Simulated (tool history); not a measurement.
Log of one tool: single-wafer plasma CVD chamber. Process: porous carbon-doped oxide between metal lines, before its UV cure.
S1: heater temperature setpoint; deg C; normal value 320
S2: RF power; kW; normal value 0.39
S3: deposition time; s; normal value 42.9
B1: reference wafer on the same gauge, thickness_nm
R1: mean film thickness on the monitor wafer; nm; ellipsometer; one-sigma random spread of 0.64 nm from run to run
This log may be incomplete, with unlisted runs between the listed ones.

run	hour	S1	S2	S3	B1	R1
1	0	320	0.39	42.9	131.362	154.528
2	69.6	320	0.39	42.9	131.324	152.675
3	125.8	320	0.39	42.9	131.057	152.594
4	209.6	320	0.39	42.9	131.068	153.013
# hour 266.5: thermocouple changed; heater temperature recalibrated
5	279.5	320	0.39	42.9	130.883	151.916
6	369.8	320	0.39	42.9	130.988	151.924
7	456.3	320	0.39	42.9	131.252	151.212
8	514.9	320	0.39	42.9	131.156	150.485
9	554.5	320	0.39	42.9	131.102	150.08
10	595.7	320	0.39	42.9	131.018	149.656
11	657.9	320	0.435	44.8	131.07	168.27
12	727.8	320	0.435	44.8	130.983	167.102
13	785.3	320	0.435	44.8	131.01	165.459
# hour 814: gauge calibrated
14	838.4	314	0.39	50.2	131.076	178.087
# hour 897.9: RF generator calibrated
15	929.6	309	0.35	40.3	131.09	141.494
16	993.3	320	0.39	38.1	130.965	136.152
17	1037.5	320	0.39	42.9	131.205	152.946
18	1138.4	324	0.445	35.8	130.845	136.824
19	1198.4	320	0.39	42.9	131.057	151.937
# hour 1235: thermocouple changed; heater temperature recalibrated
# hour 1240.5: showerhead replaced, of another model than before
20	1262	305	0.34	38	131.281	127.623
21	1352	320	0.39	39.9	130.992	140.29
22	1388	312	0.39	36.5	131.244	134.493
23	1485.8	314	0.465	37.3	131.09	159.669
24	1578.6	330	0.37	51.3	130.974	159.643
25	1624	320	0.39	42.9	131.028	148.675
26	1678.9	312	0.445	37.1	130.705	151.447
27	1747.2	326	0.465	39.3	130.976	153.796
# hour 1851.5: RF generator calibrated
28	1852	335	0.39	38.3	130.886	125.895
29	1914.9	320	0.39	42.9	130.708	152.833
30	1980.7	320	0.39	42.9	130.806	152.737
31	2054.4	314	0.45	36	131.092	150.669
32	2141.3	314	0.455	39.2	130.731	166.411
# hour 2152.6: thermocouple changed; heater temperature recalibrated
33	2224.5	327	0.34	36.3	131.005	108.269
34	2288.9	320	0.39	42.9	131.02	150.957
35	2387.4	320	0.46	42.9	130.882	175.294

What if the next run were any one of these 3? Each begins from the tool's condition after run 35:
A	2387.8	320	0.39	42.9	?	?
B	2387.8	313	0.44	49	?	?
C	2387.8	320	0.39	36.2	?	?

run	B1	R1
A	130.929	150.421
B	130.929	200.231
C	130.929	127.47
The same runs, with their run-to-run variation unchanged, on a tool lacking any hidden condition would have given:
run	R1
A	153.556
B	204.337
C	130.126
